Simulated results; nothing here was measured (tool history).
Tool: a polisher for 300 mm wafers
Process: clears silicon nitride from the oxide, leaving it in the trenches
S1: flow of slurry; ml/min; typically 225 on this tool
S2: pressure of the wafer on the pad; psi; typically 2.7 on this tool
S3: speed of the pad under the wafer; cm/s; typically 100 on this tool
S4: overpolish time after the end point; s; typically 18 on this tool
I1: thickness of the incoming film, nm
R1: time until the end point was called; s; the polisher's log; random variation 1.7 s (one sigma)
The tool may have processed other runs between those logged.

| run | hour | S1 | S2 | S3 | S4 | I1 | R1 |
|---|---|---|---|---|---|---|---|
| 1 | 0.0 | 225 | 2.7 | 100 | 15 | 129.5 | 146.2 |
| 2 | 35.3 | 225 | 2.7 | 100 | 15 | 131.9 | 148.8 |
| 3 | 104.3 | 170 | 2.7 | 100 | 18 | 128.8 | 152.0 |
| 4 | 155.9 | 170 | 2.7 | 100 | 18 | 129.3 | 150.7 |
| 5 | 203.3 | 170 | 2.7 | 100 | 18 | 132.6 | 155.9 |
|  | 230.0 | head pressure recalibrated |
|  | 232.3 | slurry nozzle cleaned |
|  | 252.8 | worn pad replaced by a new one |
| 6 | 262.6 | 225 | 2.7 | 100 | 18 | 130.5 | 150.0 |
| 7 | 286.7 | 225 | 2.7 | 100 | 18 | 128.9 | 146.5 |
| 8 | 316.6 | 225 | 2.2 | 100 | 18 | 132.4 | 180.3 |
| 9 | 383.0 | 225 | 2.2 | 100 | 18 | 129.8 | 180.2 |
| 10 | 432.5 | 225 | 2.2 | 100 | 18 | 130.6 | 179.6 |
| 11 | 469.9 | 225 | 2.7 | 100 | 22 | 132.0 | 149.9 |
| 12 | 528.9 | 225 | 2.7 | 100 | 22 | 130.3 | 148.2 |
| 13 | 588.1 | 165 | 2.7 | 100 | 18 | 129.8 | 152.4 |
| 14 | 652.4 | 165 | 2.7 | 100 | 18 | 131.9 | 154.3 |
|  | 659.3 | slurry nozzle cleaned |
| 15 | 701.0 | 225 | 2.7 | 100 | 18 | 132.5 | 151.0 |
| 16 | 739.5 | 225 | 2.7 | 100 | 18 | 129.1 | 151.0 |
|  | 759.7 | worn pad replaced by a new one |
| 17 | 776.6 | 225 | 2.7 | 78 | 18 | 131.5 | 189.3 |
|  | 798.5 | head pressure recalibrated |
| 18 | 805.9 | 170 | 2.7 | 100 | 29 | 127.6 | 149.8 |
| 19 | 870.1 | 160 | 2.7 | 100 | 12 | 130.2 | 150.4 |
| 20 | 916.4 | 225 | 2.7 | 100 | 18 | 131.0 | 149.2 |
| 21 | 977.2 | 225 | 3.0 | 130 | 18 | 130.0 | 101.3 |
| 22 | 1027.4 | 225 | 2.3 | 100 | 28 | 132.0 | 175.7 |
| 23 | 1095.5 | 225 | 2.2 | 100 | 22 | 131.9 | 183.6 |
| 24 | 1127.6 | 225 | 3.2 | 100 | 24 | 127.7 | 125.1 |
|  | 1147.1 | slurry nozzle cleaned |
| 25 | 1178.4 | 225 | 2.7 | 100 | 18 | 127.5 | 144.3 |
|  | 1225.0 | worn pad replaced by a new one |
| 26 | 1227.2 | 225 | 2.7 | 100 | 28 | 128.6 | 146.7 |
|  | 1272.4 | head pressure recalibrated |
| 27 | 1294.2 | 225 | 2.7 | 100 | 18 | 127.8 | 147.9 |
| 28 | 1345.6 | 295 | 3.0 | 100 | 18 | 129.4 | 130.7 |
| 29 | 1388.9 | 225 | 2.7 | 100 | 18 | 129.1 | 149.6 |
| 30 | 1433.0 | 195 | 2.7 | 74 | 8 | 128.4 | 201.9 |
| 31 | 1495.6 | 225 | 2.7 | 100 | 18 | 127.8 | 143.2 |
| 32 | 1567.2 | 225 | 2.7 | 100 | 18 | 129.4 | 144.6 |
|  | 1597.4 | slurry nozzle cleaned |
| 33 | 1603.1 | 225 | 2.7 | 100 | 18 | 128.6 | 145.0 |
|  | 1618.0 | worn pad replaced by a new one |
| 34 | 1703.2 | 250 | 3.4 | 68 | 8 | 132.0 | 173.7 |

What will run 35 give?
| 35 | 1836.8 | 285 | 2.7 | 100 | 22 | 131.7 | ? |

{"run 35": {"R1": 146.3}}
Minus the tool's unlogged condition, the same run would have read R1 146.3 s.
